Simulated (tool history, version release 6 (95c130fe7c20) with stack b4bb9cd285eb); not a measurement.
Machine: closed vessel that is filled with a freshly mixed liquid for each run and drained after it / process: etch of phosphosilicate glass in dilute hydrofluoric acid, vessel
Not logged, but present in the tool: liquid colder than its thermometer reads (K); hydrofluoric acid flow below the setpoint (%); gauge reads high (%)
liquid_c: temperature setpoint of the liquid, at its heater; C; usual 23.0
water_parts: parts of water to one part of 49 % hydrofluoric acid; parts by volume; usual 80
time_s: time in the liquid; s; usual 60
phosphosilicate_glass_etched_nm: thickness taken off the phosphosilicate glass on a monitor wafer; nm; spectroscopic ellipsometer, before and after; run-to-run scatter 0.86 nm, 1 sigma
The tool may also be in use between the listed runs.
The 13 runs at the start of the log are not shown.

run	hour	liquid_c	water_parts	time_s	wafers since the last listed run	hours since the thermometer was replaced	hours since the hydrofluoric acid flow meter was replaced	hours since the gauge calibration	read-back film thickness of the phosphosilicate glass reference wafer, read on the same gauge (nm)	phosphosilicate_glass_etched_nm
14	358.2	19.0	90	35	2464	938.5	167.1	240.9	79.99	36.49
15	392.0	21.0	60	30	3228	972.3	200.9	274.7	80.01	52.14
16	409.9	24.5	120	80	1709	990.2	218.8	292.6	80.00	75.17
17	443.5	23.0	80	60	3209	1023.8	252.4	326.2	80.01	81.78
18	478.0	23.0	80	60	3295	1058.3	286.9	360.7	80.00	82.35
19	496.9	23.0	80	50	1805	1077.2	305.8	379.6	79.98	66.86
20	527.0	23.0	55	60	2875	1107.3	335.9	409.7	80.00	121.38
# hour 556.5: hydrofluoric acid flow meter replaced
# hour 588.4: thermometer replaced
21	619.4	20.0	45	60	8635	31.0	62.9	502.1	79.99	144.45
22	639.9	23.0	80	30	1958	51.5	83.4	522.6	80.03	43.40
23	662.1	23.0	80	60	2120	73.7	105.6	544.8	80.02	87.42
24	687.5	27.5	65	45	2426	99.1	131.0	570.2	80.00	96.61
25	776.7	18.0	65	60	8521	188.3	220.2	659.4	80.02	86.23
26	799.3	20.5	110	80	2158	210.9	242.8	682.0	80.00	71.21
27	816.9	23.0	80	45	1681	228.5	260.4	699.6	80.00	62.06
28	837.5	23.0	65	35	1967	249.1	281.0	720.2	80.01	60.50
29	868.5	27.5	100	60	2961	280.1	312.0	751.2	79.99	75.45
30	884.9	23.0	80	60	1566	296.5	328.4	767.6	79.99	80.91
31	907.7	23.0	80	60	2178	319.3	351.2	790.4	80.03	80.30

5 options for the next run, each taken on its own from the tool as it stands now. Forecast them:
A	908.4	23.0	80	60	66	320.0	351.9	791.1	?	?
B	908.4	23.0	40	30	66	320.0	351.9	791.1	?	?
C	908.4	26.5	80	60	66	320.0	351.9	791.1	?	?
D	908.4	21.5	120	90	66	320.0	351.9	791.1	?	?
E	908.4	23.0	80	70	66	320.0	351.9	791.1	?	?

run	read-back film thickness of the phosphosilicate glass reference wafer, read on the same gauge (nm)	phosphosilicate_glass_etched_nm
A	80.00	79.39
B	80.00	83.91
C	80.00	91.25
D	80.00	71.03
E	80.00	92.62
Without the tool's hidden state the same runs would have given:
run	phosphosilicate_glass_etched_nm
A	89.95
B	94.66
C	103.45
D	80.78
E	104.94

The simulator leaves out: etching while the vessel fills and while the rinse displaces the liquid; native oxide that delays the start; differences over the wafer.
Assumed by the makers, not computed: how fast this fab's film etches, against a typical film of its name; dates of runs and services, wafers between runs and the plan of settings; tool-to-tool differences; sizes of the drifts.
